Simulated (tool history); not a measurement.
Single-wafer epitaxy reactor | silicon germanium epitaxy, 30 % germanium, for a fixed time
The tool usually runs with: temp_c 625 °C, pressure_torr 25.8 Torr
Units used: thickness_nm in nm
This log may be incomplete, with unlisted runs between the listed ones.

| run | hour | temp_c | pressure_torr | wafers since the last listed run | hours since the last pyrometer calibration | hours since the last manometer calibration | hours since the showerhead was replaced | hours since the gauge calibration | read-back reference wafer on the same gauge, thickness_nm | thickness_nm |
|---|---|---|---|---|---|---|---|---|---|---|
| 1 | 0.0 | 625 | 25.8 | 0 | 630.7 | 584.1 | 5540.7 | 882.7 | 93.969 | 107.064 |
| 2 | 59.4 | 625 | 25.8 | 689 | 690.1 | 643.5 | 5600.1 | 942.1 | 93.989 | 107.443 |
| 3 | 117.9 | 625 | 25.8 | 679 | 748.6 | 702.0 | 5658.6 | 1000.6 | 94.013 | 106.947 |
| 4 | 202.7 | 625 | 21.3 | 985 | 833.4 | 786.8 | 5743.4 | 1085.4 | 93.957 | 100.432 |
| 5 | 256.4 | 625 | 21.3 | 623 | 887.1 | 840.5 | 5797.1 | 1139.1 | 93.980 | 100.586 |
| 6 | 326.0 | 617 | 21.9 | 808 | 956.7 | 910.1 | 5866.7 | 1208.7 | 94.004 | 86.633 |
| 7 | 407.1 | 625 | 25.8 | 942 | 1037.8 | 991.2 | 5947.8 | 1289.8 | 94.016 | 107.234 |
| 8 | 464.7 | 625 | 25.8 | 669 | 1095.4 | 1048.8 | 6005.4 | 1347.4 | 93.951 | 106.960 |
| 9 | 522.2 | 625 | 25.8 | 667 | 1152.9 | 1106.3 | 6062.9 | 1404.9 | 93.993 | 107.559 |
|  | 547.3 | gauge calibrated |
|  | 600.0 | showerhead replaced, of another model than before |
| 10 | 615.0 | 625 | 25.8 | 985 | 1245.7 | 1199.1 | 15.0 | 67.7 | 93.977 | 107.541 |
| 11 | 702.9 | 612 | 21.0 | 1021 | 1333.6 | 1287.0 | 102.9 | 155.6 | 94.053 | 75.969 |
| 12 | 802.8 | 625 | 25.8 | 1160 | 1433.5 | 1386.9 | 202.8 | 255.5 | 93.988 | 107.783 |
|  | 846.2 | capacitance manometer re-zeroed and calibrated |
| 13 | 877.5 | 634 | 22.3 | 774 | 1508.2 | 31.3 | 277.5 | 330.2 | 93.962 | 119.848 |
|  | 938.9 | pyrometer calibrated |
| 14 | 966.0 | 630 | 19.9 | 935 | 27.1 | 119.8 | 366.0 | 418.7 | 93.991 | 104.304 |
| 15 | 1048.5 | 621 | 28.1 | 958 | 109.6 | 202.3 | 448.5 | 501.2 | 93.973 | 101.844 |
| 16 | 1135.3 | 625 | 31.1 | 1008 | 196.4 | 289.1 | 535.3 | 588.0 | 93.975 | 115.473 |
| 17 | 1240.1 | 625 | 25.8 | 1217 | 301.2 | 393.9 | 640.1 | 692.8 | 94.011 | 107.000 |
| 18 | 1321.4 | 631 | 23.8 | 944 | 382.5 | 475.2 | 721.4 | 774.1 | 93.996 | 116.016 |
| 19 | 1414.5 | 612 | 32.0 | 1081 | 475.6 | 568.3 | 814.5 | 867.2 | 94.008 | 90.824 |
| 20 | 1509.3 | 638 | 27.8 | 1101 | 570.4 | 663.1 | 909.3 | 962.0 | 94.011 | 141.612 |
| 21 | 1569.1 | 625 | 25.8 | 694 | 630.2 | 722.9 | 969.1 | 1021.8 | 94.010 | 106.686 |

State the hidden condition of the tool at each of the runs:
true pressure above the setpoint (%): 0 in every run
gauge reads high (%): 0 in every run
H1: wafer temperature above the value expected at the setpoint (K)
| run | H1 |
|---|---|
| 1 | 0.448 |
| 2 | 0.471 |
| 3 | 0.491 |
| 4 | 0.517 |
| 5 | 0.532 |
| 6 | 0.549 |
| 7 | 0.567 |
| 8 | 0.578 |
| 9 | 0.589 |
| 10 | 0.603 |
| 11 | 0.615 |
| 12 | 0.627 |
| 13 | 0.634 |
| 14 | 0.00546 |
| 15 | 0.0898 |
| 16 | 0.167 |
| 17 | 0.246 |
| 18 | 0.299 |
| 19 | 0.352 |
| 20 | 0.397 |
| 21 | 0.423 |
